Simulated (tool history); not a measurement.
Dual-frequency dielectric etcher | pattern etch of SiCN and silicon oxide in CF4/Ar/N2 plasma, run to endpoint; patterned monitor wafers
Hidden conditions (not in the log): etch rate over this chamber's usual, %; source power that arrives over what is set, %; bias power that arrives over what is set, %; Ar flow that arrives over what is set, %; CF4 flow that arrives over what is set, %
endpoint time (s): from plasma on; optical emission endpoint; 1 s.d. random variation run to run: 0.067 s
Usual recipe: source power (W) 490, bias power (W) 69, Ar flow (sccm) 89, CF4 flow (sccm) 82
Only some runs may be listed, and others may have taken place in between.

run	hour	source power (W)	bias power (W)	Ar flow (sccm)	CF4 flow (sccm)	wafers since the last listed run	hours since the last wet clean	hours since the last source power generator calibration	hours since the last bias power generator calibration	hours since the last Ar flow controller change	hours since the last CF4 flow controller change	hours since the last upper electrode change	incoming incoming film thickness, nm	endpoint time (s)
1	0.0	490	69	89	82	0	18.4	1413.5	3653.2	3941.8	3024.7	0.5	15.72	15.8
2	16.7	370	69	100	100	296	35.1	1430.2	3669.9	3958.5	3041.4	17.2	15.70	18.3
3	72.8	490	69	89	82	995	91.2	1486.3	3726.0	4014.6	3097.5	73.3	15.69	15.6
4	125.8	430	63	100	63	940	144.2	1539.3	3779.0	4067.6	3150.5	126.3	15.85	18.9
# hour 137.0: Ar flow controller replaced
5	150.6	590	69	73	82	333	169.0	1564.1	3803.8	13.6	3175.3	151.1	15.73	13.3
6	219.6	490	64	89	99	1224	238.0	1633.1	3872.8	82.6	3244.3	220.1	15.81	15.6
7	243.7	490	69	100	82	427	262.1	1657.2	3896.9	106.7	3268.4	244.2	15.85	15.9
8	288.1	490	53	89	77	788	306.5	1701.6	3941.3	151.1	3312.8	288.6	15.82	17.2
9	337.6	490	62	107	82	878	356.0	1751.1	3990.8	200.6	3362.3	338.1	15.82	16.7
10	389.1	490	69	89	82	914	407.5	1802.6	4042.3	252.1	3413.8	389.6	15.78	15.2
# hour 399.8: bias power generator calibrated
11	430.0	490	69	89	82	655	448.4	1843.5	30.2	293.0	3454.7	430.5	15.88	15.3
# hour 466.2: CF4 flow controller replaced
12	474.7	490	64	108	82	687	493.1	1888.2	74.9	337.7	8.5	475.2	15.79	16.2
13	503.6	490	69	89	82	513	522.0	1917.1	103.8	366.6	37.4	504.1	15.87	15.1
14	534.7	550	69	83	65	552	553.1	1948.2	134.9	397.7	68.5	535.2	15.88	14.4
# hour 565.3: source power generator calibrated
# hour 592.2: wet clean of the chamber
15	592.7	400	69	111	82	532	0.5	27.4	192.9	455.7	126.5	593.2	15.74	18.7
16	632.4	490	69	68	97	704	40.2	67.1	232.6	495.4	166.2	632.9	15.78	14.6
17	658.6	490	69	89	89	465	66.4	93.3	258.8	521.6	192.4	659.1	15.94	15.7
18	704.2	600	69	89	82	809	112.0	138.9	304.4	567.2	238.0	704.7	15.77	13.8
19	747.6	490	78	89	82	770	155.4	182.3	347.8	610.6	281.4	748.1	15.93	15.1
20	813.4	560	58	89	74	1168	221.2	248.1	413.6	676.4	347.2	813.9	15.91	15.6
21	858.0	420	69	105	82	791	265.8	292.7	458.2	721.0	391.8	858.5	15.78	17.7
22	922.7	570	69	97	82	1148	330.5	357.4	522.9	785.7	456.5	923.2	15.73	14.3
23	991.8	420	69	105	82	1226	399.6	426.5	592.0	854.8	525.6	992.3	15.89	17.5
24	1048.9	490	56	67	70	1013	456.7	483.6	649.1	911.9	582.7	1049.4	15.76	15.6

Forecast each of these 4 alternatives for the next run:
A	1049.3	490	69	89	82	7	457.1	484.0	649.5	912.3	583.1	1049.8	15.66	?
B	1049.3	490	69	101	82	7	457.1	484.0	649.5	912.3	583.1	1049.8	15.66	?
C	1049.3	540	53	109	66	7	457.1	484.0	649.5	912.3	583.1	1049.8	15.66	?
D	1049.3	550	63	76	93	7	457.1	484.0	649.5	912.3	583.1	1049.8	15.66	?

run	endpoint time (s)
A	15.2
B	15.6
C	17.2
D	13.8
With no hidden state in the tool, these same runs would have given:
run	endpoint time (s)
A	15.7
B	16.2
C	17.8
D	14.3

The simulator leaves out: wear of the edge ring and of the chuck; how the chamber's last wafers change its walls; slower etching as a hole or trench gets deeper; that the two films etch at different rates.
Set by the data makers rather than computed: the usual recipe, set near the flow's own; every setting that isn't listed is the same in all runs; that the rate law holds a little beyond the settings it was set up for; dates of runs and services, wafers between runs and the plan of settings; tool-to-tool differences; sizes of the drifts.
